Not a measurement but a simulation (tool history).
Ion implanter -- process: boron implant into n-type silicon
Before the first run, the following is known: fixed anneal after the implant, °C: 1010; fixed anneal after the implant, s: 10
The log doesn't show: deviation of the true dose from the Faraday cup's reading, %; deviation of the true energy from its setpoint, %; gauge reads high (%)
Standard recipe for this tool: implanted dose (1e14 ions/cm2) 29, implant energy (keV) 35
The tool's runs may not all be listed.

run,hour,implanted dose (1e14 ions/cm2),implant energy (keV),wafers since the last listed run,hours since the last dose calibration,hours since the extraction supply was calibrated,hours since the gauge calibration,"read-back reference wafer on the same gauge, sheet resistance",sheet resistance of the implanted and annealed layer (ohm/square)
1,0,29,35,0,1590.7,1865.6,211.9,64.31,54.58
2,6.3,29,35,154,1597,1871.9,218.2,64.29,54.58
3,18.1,29,35,288,1608.8,1883.7,230,64.32,54.64
4,56.3,29,35,933,1647,1921.9,268.2,64.29,54.46
5,68.7,29,35,303,1659.4,1934.3,280.6,64.31,54.54
6,86.6,26.99,32,437,1677.3,1952.2,298.5,64.32,57.74
7,93.2,26.99,32,161,1683.9,1958.8,305.1,64.29,57.97
8,105.6,29,35,303,1696.3,1971.2,317.5,64.28,54.46
9,120.7,29,35,369,1711.4,1986.3,332.6,64.3,54.59
10,134,26.52,35,325,1724.7,1999.6,345.9,64.27,56.98
# hour 141.5: gauge calibrated
11,142.1,26.52,35,198,1732.8,2007.7,0.6,64.3,57.24
# hour 157.7: Faraday cup replaced and dose calibrated
12,158.2,26.52,35,198,0.5,2023.8,16.7,64.32,56.33
13,167.2,22.65,35,220,9.5,2032.8,25.7,64.31,61.52
14,176.6,22.65,35,229,18.9,2042.2,35.1,64.26,61.62
15,184.2,23.04,42,185,26.5,2049.8,42.7,64.29,59.01
16,199,23.04,42,361,41.3,2064.6,57.5,64.29,58.89
17,206.9,29,32,193,49.2,2072.5,65.4,64.31,55.14
18,218.6,29,32,286,60.9,2084.2,77.1,64.31,55.13
19,226.8,24.15,29,200,69.1,2092.4,85.3,64.26,61.94
# hour 245: Faraday cup replaced and dose calibrated, repeated, since the last time left the tool worse
# hour 245.3: extraction supply calibrated
20,245.8,23.24,23,262,0.8,0.5,104.3,64.3,69.28
21,249.5,33.08,26,90,4.5,4.2,108,64.33,57.73
22,263.2,29,35,334,18.2,17.9,121.7,64.26,55.38
23,275.9,23.71,47,310,30.9,30.6,134.4,64.31,59.3
24,288.2,37.28,28.5,300,43.2,42.9,146.7,64.3,53.78
25,303.3,31.72,43,369,58.3,58,161.8,64.29,50.19
26,310,21.82,35,163,65,64.7,168.5,64.29,65.26
27,317.6,29,35,185,72.6,72.3,176.1,64.32,55.3
28,349.5,24.3,39.5,779,104.5,104.2,208,64.31,59.56
29,367.4,34.59,26.5,437,122.4,122.1,225.9,64.31,56.41
30,378.2,29,35,264,133.2,132.9,236.7,64.3,55.2
31,391.5,29,35,325,146.5,146.2,250,64.28,55.41
32,397.8,32.72,35,154,152.8,152.5,256.3,64.32,52.15
33,408.1,29,30.5,251,163.1,162.8,266.6,64.27,57.49
34,415.2,23.54,31.5,173,170.2,169.9,273.7,64.32,63.61
35,424.8,29,35,234,179.8,179.5,283.3,64.3,55.39
36,442,29,35,420,197,196.7,300.5,64.26,55.27

Results per run with the tool's hidden condition removed, run-to-run variation unchanged:
run,sheet resistance of the implanted and annealed layer (ohm/square)
1,55.45
2,55.45
3,55.53
4,55.36
5,55.45
6,58.73
7,58.96
8,55.4
9,55.53
10,58.07
11,58.33
12,58.24
13,63.88
14,64
15,61.47
16,61.36
17,56.76
18,56.75
19,63.99
20,69.35
21,57.78
22,55.46
23,59.42
24,53.83
25,50.29
26,65.42
27,55.41
28,59.74
29,56.5
30,55.36
31,55.57
32,52.28
33,57.65
34,63.84
35,55.58
36,55.46

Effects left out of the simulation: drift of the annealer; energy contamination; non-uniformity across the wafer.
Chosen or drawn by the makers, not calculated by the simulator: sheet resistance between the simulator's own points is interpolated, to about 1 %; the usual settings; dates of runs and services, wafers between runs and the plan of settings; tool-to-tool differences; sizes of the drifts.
